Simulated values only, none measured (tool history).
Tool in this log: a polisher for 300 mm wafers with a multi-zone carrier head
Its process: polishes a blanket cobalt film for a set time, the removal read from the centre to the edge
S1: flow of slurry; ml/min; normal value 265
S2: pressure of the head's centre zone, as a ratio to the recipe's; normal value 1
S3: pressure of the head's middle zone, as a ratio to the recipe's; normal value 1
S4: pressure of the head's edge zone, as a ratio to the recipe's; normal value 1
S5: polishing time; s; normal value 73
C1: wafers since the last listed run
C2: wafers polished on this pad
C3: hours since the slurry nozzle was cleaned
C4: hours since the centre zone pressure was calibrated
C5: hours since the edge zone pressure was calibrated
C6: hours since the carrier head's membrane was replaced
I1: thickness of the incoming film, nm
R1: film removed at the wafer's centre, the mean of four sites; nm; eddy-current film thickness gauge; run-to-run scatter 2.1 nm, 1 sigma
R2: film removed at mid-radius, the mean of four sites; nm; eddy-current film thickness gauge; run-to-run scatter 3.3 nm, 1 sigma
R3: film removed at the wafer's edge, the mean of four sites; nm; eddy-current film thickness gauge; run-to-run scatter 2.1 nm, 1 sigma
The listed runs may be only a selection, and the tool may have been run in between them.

run 1 hour=0 | S1=265 S2=1 S3=1.07 S4=1 S5=81 | C1=0 C2=311 C3=443.7 C4=528 C5=6.1 C6=113.9 | I1=1102.3 | R1=288.9 R2=301.8 R3=289
run 2 hour=15 | S1=225 S2=1 S3=1 S4=1 S5=73 | C1=141 C2=453 C3=458.7 C4=543 C5=21.1 C6=128.9 | I1=1110.6 | R1=255.2 R2=254.4 R3=259.3
run 3 hour=29.1 | S1=265 S2=1 S3=1.04 S4=1.06 S5=86 | C1=132 C2=585 C3=472.8 C4=557.1 C5=35.2 C6=143 | I1=1089.3 | R1=302.5 R2=307.6 R3=317.7
run 4 hour=40.2 | S1=265 S2=1 S3=1 S4=1 S5=82 | C1=104 C2=690 C3=483.9 C4=568.2 C5=46.3 C6=154.1 | I1=1103.2 | R1=282.9 R2=289.8 R3=298.7
run 5 hour=58.1 | S1=265 S2=1 S3=0.9 S4=1.04 S5=73 | C1=168 C2=858 C3=501.8 C4=586.1 C5=64.2 C6=172 | I1=1097.9 | R1=259.5 R2=234.4 R3=265.2
run 6 hour=74.4 | S1=190 S2=1.04 S3=1.12 S4=1 S5=73 | C1=153 C2=1012 C3=518.1 C4=602.4 C5=80.5 C6=188.3 | I1=1099.4 | R1=253.9 R2=275.5 R3=256.8
-- hour=79.9 centre zone pressure recalibrated
-- hour=104.6 worn pad replaced by a new one
run 7 hour=108 | S1=265 S2=1 S3=1 S4=1 S5=90 | C1=259 C2=32 C3=551.7 C4=28.1 C5=114.1 C6=221.9 | I1=1092.8 | R1=314.3 R2=318 R3=329.4
-- hour=121.9 slurry nozzle cleaned
run 8 hour=122.4 | S1=265 S2=1 S3=0.92 S4=1 S5=73 | C1=126 C2=158 C3=0.5 C4=42.5 C5=128.5 C6=236.3 | I1=1100.9 | R1=259.3 R2=248.2 R3=270.9
run 9 hour=133.7 | S1=265 S2=1 S3=1 S4=1.12 S5=73 | C1=106 C2=264 C3=11.8 C4=53.8 C5=139.8 C6=247.6 | I1=1113.3 | R1=262.4 R2=265.6 R3=280.6
run 10 hour=141.6 | S1=195 S2=1 S3=1 S4=0.95 S5=73 | C1=74 C2=339 C3=19.7 C4=61.7 C5=147.7 C6=255.5 | I1=1103.7 | R1=256.9 R2=263.3 R3=257.8
run 11 hour=149.8 | S1=265 S2=1 S3=1 S4=1 S5=73 | C1=77 C2=416 C3=27.9 C4=69.9 C5=155.9 C6=263.7 | I1=1096.8 | R1=265.8 R2=266 R3=267.8
run 12 hour=162.3 | S1=265 S2=1 S3=1.04 S4=1 S5=73 | C1=117 C2=534 C3=40.4 C4=82.4 C5=168.4 C6=276.2 | I1=1104.2 | R1=260.5 R2=270.5 R3=265.4
run 13 hour=175.4 | S1=265 S2=1 S3=1 S4=1 S5=73 | C1=123 C2=657 C3=53.5 C4=95.5 C5=181.5 C6=289.3 | I1=1099.1 | R1=261.6 R2=263.9 R3=267.8
run 14 hour=183.7 | S1=265 S2=1 S3=1 S4=1 S5=73 | C1=78 C2=735 C3=61.8 C4=103.8 C5=189.8 C6=297.6 | I1=1093.4 | R1=261.3 R2=263.1 R3=263.8
run 15 hour=190.2 | S1=235 S2=1 S3=1 S4=1.04 S5=73 | C1=61 C2=796 C3=68.3 C4=110.3 C5=196.3 C6=304.1 | I1=1120 | R1=258.7 R2=259.6 R3=268.8
run 16 hour=221.6 | S1=350 S2=1 S3=0.96 S4=1 S5=49 | C1=295 C2=1092 C3=99.7 C4=141.7 C5=227.7 C6=335.5 | I1=1109.3 | R1=176.2 R2=173.8 R3=181.6
run 17 hour=236.6 | S1=195 S2=0.9 S3=1 S4=0.93 S5=73 | C1=141 C2=1233 C3=114.7 C4=156.7 C5=242.7 C6=350.5 | I1=1113.4 | R1=228.7 R2=255.3 R3=255.2
-- hour=241.6 worn pad replaced by a new one
run 18 hour=244.5 | S1=265 S2=1 S3=1 S4=1 S5=73 | C1=36 C2=26 C3=122.6 C4=164.6 C5=250.6 C6=358.4 | I1=1076.1 | R1=261.8 R2=257.8 R3=264.3
run 19 hour=251.5 | S1=265 S2=1 S3=1 S4=0.92 S5=73 | C1=65 C2=92 C3=129.6 C4=171.6 C5=257.6 C6=365.4 | I1=1094.2 | R1=260.1 R2=259.5 R3=254
run 20 hour=266.3 | S1=265 S2=1 S3=1 S4=1 S5=73 | C1=139 C2=232 C3=144.4 C4=186.4 C5=272.4 C6=380.2 | I1=1104.9 | R1=257.3 R2=259.7 R3=265.1
run 21 hour=273.7 | S1=265 S2=1 S3=0.95 S4=1 S5=73 | C1=69 C2=301 C3=151.8 C4=193.8 C5=279.8 C6=387.6 | I1=1085.2 | R1=256.9 R2=253.3 R3=266.2

Below are 5 alternative next runs, each starting from the tool's condition after run 21. Predict each:
run A hour=274.1 | S1=265 S2=1 S3=1 S4=1 S5=83 | C1=3 C2=305 C3=152.2 C4=194.2 C5=280.2 C6=388 | I1=1107.1 | R1=? R2=? R3=?
run B hour=274.1 | S1=265 S2=0.9 S3=1.09 S4=1 S5=73 | C1=3 C2=305 C3=152.2 C4=194.2 C5=280.2 C6=388 | I1=1107.1 | R1=? R2=? R3=?
run C hour=274.1 | S1=220 S2=1.08 S3=0.94 S4=0.89 S5=73 | C1=3 C2=305 C3=152.2 C4=194.2 C5=280.2 C6=388 | I1=1107.1 | R1=? R2=? R3=?
run D hour=274.1 | S1=230 S2=1 S3=1 S4=1 S5=73 | C1=3 C2=305 C3=152.2 C4=194.2 C5=280.2 C6=388 | I1=1107.1 | R1=? R2=? R3=?
run E hour=274.1 | S1=220 S2=0.9 S3=0.94 S4=0.91 S5=73 | C1=3 C2=305 C3=152.2 C4=194.2 C5=280.2 C6=388 | I1=1107.1 | R1=? R2=? R3=?

run=A R1=297.5 R2=292.8 R3=299.7
run=B R1=235.4 R2=277.3 R3=263.3
run=C R1=278.5 R2=241.3 R3=247.3
run=D R1=258.7 R2=255 R3=261.6
run=E R1=231.8 R2=241.5 R3=249.9
The same runs, with their run-to-run variation unchanged, on a tool lacking any hidden condition would have given:
run=A R1=303.7 R2=298.4 R3=304
run=B R1=240.4 R2=282.5 R3=267
run=C R1=285 R2=246.3 R3=251.2
run=D R1=264.6 R2=260.2 R3=265.6
run=E R1=237.2 R2=246.5 R3=253.8
